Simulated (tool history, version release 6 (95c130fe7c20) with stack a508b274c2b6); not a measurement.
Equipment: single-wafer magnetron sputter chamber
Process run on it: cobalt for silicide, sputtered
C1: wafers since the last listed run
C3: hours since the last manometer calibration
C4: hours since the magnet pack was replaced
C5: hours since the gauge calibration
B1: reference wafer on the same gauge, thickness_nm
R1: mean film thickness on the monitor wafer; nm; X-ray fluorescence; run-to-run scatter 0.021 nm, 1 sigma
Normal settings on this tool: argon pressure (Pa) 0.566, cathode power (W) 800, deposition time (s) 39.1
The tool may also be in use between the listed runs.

run 1 hour=0.0 | argon_pressure_(Pa)=0.723 cathode_power_(W)=800 deposition_time_(s)=39.1 | C1=0 wafers_on_the_sputter_target=1761 C3=1959.8 C4=5718.8 C5=475.2 | B1=13.604 | R1=13.501
run 2 hour=25.6 | argon_pressure_(Pa)=0.723 cathode_power_(W)=800 deposition_time_(s)=39.1 | C1=616 wafers_on_the_sputter_target=2377 C3=1985.4 C4=5744.4 C5=500.8 | B1=13.600 | R1=13.446
run 3 hour=61.4 | argon_pressure_(Pa)=0.723 cathode_power_(W)=800 deposition_time_(s)=39.1 | C1=861 wafers_on_the_sputter_target=3239 C3=2021.2 C4=5780.2 C5=536.6 | B1=13.598 | R1=13.410
run 4 hour=86.3 | argon_pressure_(Pa)=0.566 cathode_power_(W)=800 deposition_time_(s)=39.1 | C1=599 wafers_on_the_sputter_target=3838 C3=2046.1 C4=5805.1 C5=561.5 | B1=13.597 | R1=14.042
run 5 hour=131.4 | argon_pressure_(Pa)=0.566 cathode_power_(W)=800 deposition_time_(s)=39.1 | C1=1085 wafers_on_the_sputter_target=4924 C3=2091.2 C4=5850.2 C5=606.6 | B1=13.600 | R1=13.939
run 6 hour=186.3 | argon_pressure_(Pa)=0.566 cathode_power_(W)=800 deposition_time_(s)=39.1 | C1=1321 wafers_on_the_sputter_target=6246 C3=2146.1 C4=5905.1 C5=661.5 | B1=13.600 | R1=13.886
run 7 hour=218.1 | argon_pressure_(Pa)=0.566 cathode_power_(W)=800 deposition_time_(s)=39.1 | C1=765 wafers_on_the_sputter_target=7011 C3=2177.9 C4=5936.9 C5=693.3 | B1=13.604 | R1=13.846
-- hour=252.5 sputter target and shields replaced
run 8 hour=342.5 | argon_pressure_(Pa)=0.566 cathode_power_(W)=800 deposition_time_(s)=39.1 | C1=2802 wafers_on_the_sputter_target=2167 C3=2302.3 C4=6061.3 C5=817.7 | B1=13.601 | R1=13.967
-- hour=377.0 gauge calibrated
run 9 hour=391.8 | argon_pressure_(Pa)=0.566 cathode_power_(W)=800 deposition_time_(s)=39.1 | C1=1186 wafers_on_the_sputter_target=3354 C3=2351.6 C4=6110.6 C5=14.8 | B1=13.602 | R1=13.943
run 10 hour=428.7 | argon_pressure_(Pa)=0.566 cathode_power_(W)=800 deposition_time_(s)=39.1 | C1=888 wafers_on_the_sputter_target=4242 C3=2388.5 C4=6147.5 C5=51.7 | B1=13.600 | R1=13.961
run 11 hour=460.0 | argon_pressure_(Pa)=0.354 cathode_power_(W)=650 deposition_time_(s)=46.2 | C1=753 wafers_on_the_sputter_target=4996 C3=2419.8 C4=6178.8 C5=83.0 | B1=13.595 | R1=15.442
-- hour=469.9 capacitance manometer re-zeroed and calibrated
run 12 hour=507.3 | argon_pressure_(Pa)=0.350 cathode_power_(W)=650 deposition_time_(s)=39.1 | C1=946 wafers_on_the_sputter_target=5942 C3=37.4 C4=6226.1 C5=130.3 | B1=13.604 | R1=13.216
run 13 hour=545.0 | argon_pressure_(Pa)=0.566 cathode_power_(W)=800 deposition_time_(s)=34.3 | C1=907 wafers_on_the_sputter_target=6850 C3=75.1 C4=6263.8 C5=168.0 | B1=13.597 | R1=12.328
-- hour=559.9 magnet pack replaced
run 14 hour=593.1 | argon_pressure_(Pa)=0.566 cathode_power_(W)=800 deposition_time_(s)=39.1 | C1=965 wafers_on_the_sputter_target=7815 C3=123.2 C4=33.2 C5=216.1 | B1=13.606 | R1=14.017
-- hour=623.8 sputter target and shields replaced
run 15 hour=658.8 | argon_pressure_(Pa)=0.370 cathode_power_(W)=850 deposition_time_(s)=33.3 | C1=1389 wafers_on_the_sputter_target=842 C3=188.9 C4=98.9 C5=281.8 | B1=13.604 | R1=13.215
run 16 hour=692.7 | argon_pressure_(Pa)=0.479 cathode_power_(W)=800 deposition_time_(s)=39.1 | C1=816 wafers_on_the_sputter_target=1658 C3=222.8 C4=132.8 C5=315.7 | B1=13.594 | R1=14.559
run 17 hour=746.9 | argon_pressure_(Pa)=0.566 cathode_power_(W)=800 deposition_time_(s)=39.1 | C1=1304 wafers_on_the_sputter_target=2963 C3=277.0 C4=187.0 C5=369.9 | B1=13.606 | R1=14.223
run 18 hour=796.2 | argon_pressure_(Pa)=0.566 cathode_power_(W)=900 deposition_time_(s)=35.1 | C1=1186 wafers_on_the_sputter_target=4150 C3=326.3 C4=236.3 C5=419.2 | B1=13.607 | R1=13.679

Each row is a separate what-if for the run after 18, all from the same tool condition, not one after another. Results?
run A hour=796.6 | argon_pressure_(Pa)=0.566 cathode_power_(W)=800 deposition_time_(s)=45.4 | C1=9 wafers_on_the_sputter_target=4160 C3=326.7 C4=236.7 C5=419.6 | B1=? | R1=?
run B hour=796.6 | argon_pressure_(Pa)=0.566 cathode_power_(W)=700 deposition_time_(s)=41.6 | C1=9 wafers_on_the_sputter_target=4160 C3=326.7 C4=236.7 C5=419.6 | B1=? | R1=?
run C hour=796.6 | argon_pressure_(Pa)=0.566 cathode_power_(W)=950 deposition_time_(s)=32.9 | C1=9 wafers_on_the_sputter_target=4160 C3=326.7 C4=236.7 C5=419.6 | B1=? | R1=?

run=A B1=13.606 R1=16.440
run=B B1=13.606 R1=13.932
run=C B1=13.606 R1=13.256
Without the tool's unlogged condition, the same runs would have read:
run=A R1=16.594
run=B R1=14.062
run=C R1=13.380

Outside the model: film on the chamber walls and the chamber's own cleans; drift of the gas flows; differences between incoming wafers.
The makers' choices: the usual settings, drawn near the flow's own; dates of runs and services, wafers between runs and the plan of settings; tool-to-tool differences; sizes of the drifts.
